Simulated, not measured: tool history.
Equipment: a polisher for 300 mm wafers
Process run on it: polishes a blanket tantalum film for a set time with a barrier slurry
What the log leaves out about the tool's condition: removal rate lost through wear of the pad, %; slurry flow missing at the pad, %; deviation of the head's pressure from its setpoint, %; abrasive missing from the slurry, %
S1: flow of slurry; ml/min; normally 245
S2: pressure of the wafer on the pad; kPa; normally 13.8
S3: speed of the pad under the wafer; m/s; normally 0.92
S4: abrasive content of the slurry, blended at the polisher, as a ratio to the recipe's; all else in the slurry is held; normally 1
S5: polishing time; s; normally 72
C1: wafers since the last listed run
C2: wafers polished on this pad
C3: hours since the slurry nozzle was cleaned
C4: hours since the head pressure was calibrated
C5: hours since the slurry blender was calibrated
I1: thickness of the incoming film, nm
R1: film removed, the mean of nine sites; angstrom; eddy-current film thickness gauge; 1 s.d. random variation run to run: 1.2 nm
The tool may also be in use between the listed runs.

{"run": 1, "hour": 0.0, "S1": 245, "S2": 13.8, "S3": 0.92, "S4": 1, "S5": 72, "C1": 0, "C2": 62, "C3": 123.6, "C4": 223.3, "C5": 19.7, "I1": 432, "R1": 1108}
{"run": 2, "hour": 12.3, "S1": 245, "S2": 13.8, "S3": 0.92, "S4": 1, "S5": 72, "C1": 92, "C2": 154, "C3": 135.9, "C4": 235.6, "C5": 32, "I1": 436.6, "R1": 1107}
{"run": 3, "hour": 29.2, "S1": 245, "S2": 13.8, "S3": 0.92, "S4": 1, "S5": 72, "C1": 126, "C2": 281, "C3": 152.8, "C4": 252.5, "C5": 48.9, "I1": 438.4, "R1": 1118}
{"run": 4, "hour": 48.3, "S1": 245, "S2": 15.9, "S3": 1.12, "S4": 1, "S5": 72, "C1": 143, "C2": 424, "C3": 171.9, "C4": 271.6, "C5": 68, "I1": 421.2, "R1": 1502}
{"run": 5, "hour": 75.1, "S1": 245, "S2": 15.9, "S3": 1.12, "S4": 1, "S5": 72, "C1": 200, "C2": 625, "C3": 198.7, "C4": 298.4, "C5": 94.8, "I1": 429.3, "R1": 1507}
{"run": 6, "hour": 93.4, "S1": 245, "S2": 13.8, "S3": 0.92, "S4": 1, "S5": 72, "C1": 137, "C2": 762, "C3": 217, "C4": 316.7, "C5": 113.1, "I1": 434.8, "R1": 1121}
{"run": 7, "hour": 126.6, "S1": 245, "S2": 13.8, "S3": 0.92, "S4": 0.85, "S5": 72, "C1": 248, "C2": 1010, "C3": 250.2, "C4": 349.9, "C5": 146.3, "I1": 432.7, "R1": 1048}
{"hour": 135.2, "done": "worn pad replaced by a new one"}
{"run": 8, "hour": 141.9, "S1": 300, "S2": 13.8, "S3": 0.92, "S4": 1, "S5": 72, "C1": 84, "C2": 50, "C3": 265.5, "C4": 365.2, "C5": 161.6, "I1": 427.6, "R1": 1128}
{"run": 9, "hour": 161.0, "S1": 300, "S2": 13.8, "S3": 0.92, "S4": 1, "S5": 72, "C1": 143, "C2": 193, "C3": 284.6, "C4": 384.3, "C5": 180.7, "I1": 427.8, "R1": 1143}
{"run": 10, "hour": 196.4, "S1": 300, "S2": 13.8, "S3": 0.92, "S4": 1, "S5": 72, "C1": 265, "C2": 458, "C3": 320, "C4": 419.7, "C5": 216.1, "I1": 434, "R1": 1129}
{"run": 11, "hour": 208.9, "S1": 245, "S2": 13.8, "S3": 0.92, "S4": 1, "S5": 72, "C1": 93, "C2": 552, "C3": 332.5, "C4": 432.2, "C5": 228.6, "I1": 424.1, "R1": 1111}
{"run": 12, "hour": 236.7, "S1": 245, "S2": 13.8, "S3": 0.92, "S4": 1, "S5": 72, "C1": 208, "C2": 760, "C3": 360.3, "C4": 460, "C5": 256.4, "I1": 429.6, "R1": 1080}
{"hour": 257.6, "done": "slurry nozzle cleaned"}
{"run": 13, "hour": 262.4, "S1": 325, "S2": 13.8, "S3": 1.18, "S4": 1.2, "S5": 72, "C1": 185, "C2": 945, "C3": 4.8, "C4": 485.7, "C5": 282.1, "I1": 432.1, "R1": 1445}
{"run": 14, "hour": 281.7, "S1": 245, "S2": 13.8, "S3": 0.92, "S4": 1, "S5": 85, "C1": 144, "C2": 1090, "C3": 24.1, "C4": 505, "C5": 301.4, "I1": 428.2, "R1": 1305}
{"hour": 290.4, "done": "worn pad replaced by a new one"}
{"run": 15, "hour": 304.6, "S1": 205, "S2": 13.8, "S3": 0.92, "S4": 1, "S5": 57, "C1": 141, "C2": 106, "C3": 47, "C4": 527.9, "C5": 324.3, "I1": 434.8, "R1": 843}
{"hour": 313.1, "done": "head pressure recalibrated"}
{"run": 16, "hour": 339.9, "S1": 245, "S2": 11, "S3": 1.18, "S4": 1, "S5": 72, "C1": 249, "C2": 355, "C3": 82.3, "C4": 26.8, "C5": 359.6, "I1": 428.1, "R1": 1102}
{"run": 17, "hour": 352.3, "S1": 245, "S2": 13.8, "S3": 0.92, "S4": 1, "S5": 72, "C1": 92, "C2": 448, "C3": 94.7, "C4": 39.2, "C5": 372, "I1": 424.5, "R1": 1135}
{"hour": 369.8, "done": "slurry blender recalibrated"}
{"run": 18, "hour": 372.6, "S1": 300, "S2": 13.8, "S3": 0.92, "S4": 1, "S5": 72, "C1": 137, "C2": 585, "C3": 115, "C4": 59.5, "C5": 2.8, "I1": 434.2, "R1": 1160}
{"run": 19, "hour": 404.6, "S1": 245, "S2": 13.8, "S3": 0.92, "S4": 1, "S5": 72, "C1": 239, "C2": 825, "C3": 147, "C4": 91.5, "C5": 34.8, "I1": 436.4, "R1": 1146}
{"run": 20, "hour": 425.2, "S1": 245, "S2": 13.8, "S3": 0.92, "S4": 1, "S5": 72, "C1": 154, "C2": 979, "C3": 167.6, "C4": 112.1, "C5": 55.4, "I1": 429.7, "R1": 1123}
{"hour": 437.3, "done": "worn pad replaced by a new one"}
{"run": 21, "hour": 458.3, "S1": 245, "S2": 16.5, "S3": 1.04, "S4": 1.3, "S5": 72, "C1": 218, "C2": 157, "C3": 200.7, "C4": 145.2, "C5": 88.5, "I1": 434.7, "R1": 1616}
{"run": 22, "hour": 472.4, "S1": 245, "S2": 13.8, "S3": 0.92, "S4": 1, "S5": 72, "C1": 105, "C2": 262, "C3": 214.8, "C4": 159.3, "C5": 102.6, "I1": 424, "R1": 1119}
{"run": 23, "hour": 501.9, "S1": 245, "S2": 13.8, "S3": 1.08, "S4": 1, "S5": 72, "C1": 221, "C2": 483, "C3": 244.3, "C4": 188.8, "C5": 132.1, "I1": 430, "R1": 1267}
{"run": 24, "hour": 536.9, "S1": 270, "S2": 13.8, "S3": 1.22, "S4": 1, "S5": 72, "C1": 262, "C2": 746, "C3": 279.3, "C4": 223.8, "C5": 167.1, "I1": 429.1, "R1": 1414}

Below are 4 alternative next runs, each starting from the tool's condition after run 24. Predict each:
{"run": "A", "hour": 537.3, "S1": 245, "S2": 13.8, "S3": 0.92, "S4": 1, "S5": 72, "C1": 2, "C2": 749, "C3": 279.7, "C4": 224.2, "C5": 167.5, "I1": 425, "R1": "?"}
{"run": "B", "hour": 537.3, "S1": 320, "S2": 13.8, "S3": 0.92, "S4": 0.7, "S5": 72, "C1": 2, "C2": 749, "C3": 279.7, "C4": 224.2, "C5": 167.5, "I1": 425, "R1": "?"}
{"run": "C", "hour": 537.3, "S1": 170, "S2": 13.8, "S3": 0.92, "S4": 1, "S5": 81, "C1": 2, "C2": 749, "C3": 279.7, "C4": 224.2, "C5": 167.5, "I1": 425, "R1": "?"}
{"run": "D", "hour": 537.3, "S1": 280, "S2": 17.9, "S3": 1.14, "S4": 1.25, "S5": 72, "C1": 2, "C2": 749, "C3": 279.7, "C4": 224.2, "C5": 167.5, "I1": 425, "R1": "?"}

run=A R1=1109
run=B R1=975
run=C R1=1181
run=D R1=1860
Had the tool no hidden state, the same runs would have come out as:
run=A R1=1146
run=B R1=1007
run=C R1=1220
run=D R1=1921

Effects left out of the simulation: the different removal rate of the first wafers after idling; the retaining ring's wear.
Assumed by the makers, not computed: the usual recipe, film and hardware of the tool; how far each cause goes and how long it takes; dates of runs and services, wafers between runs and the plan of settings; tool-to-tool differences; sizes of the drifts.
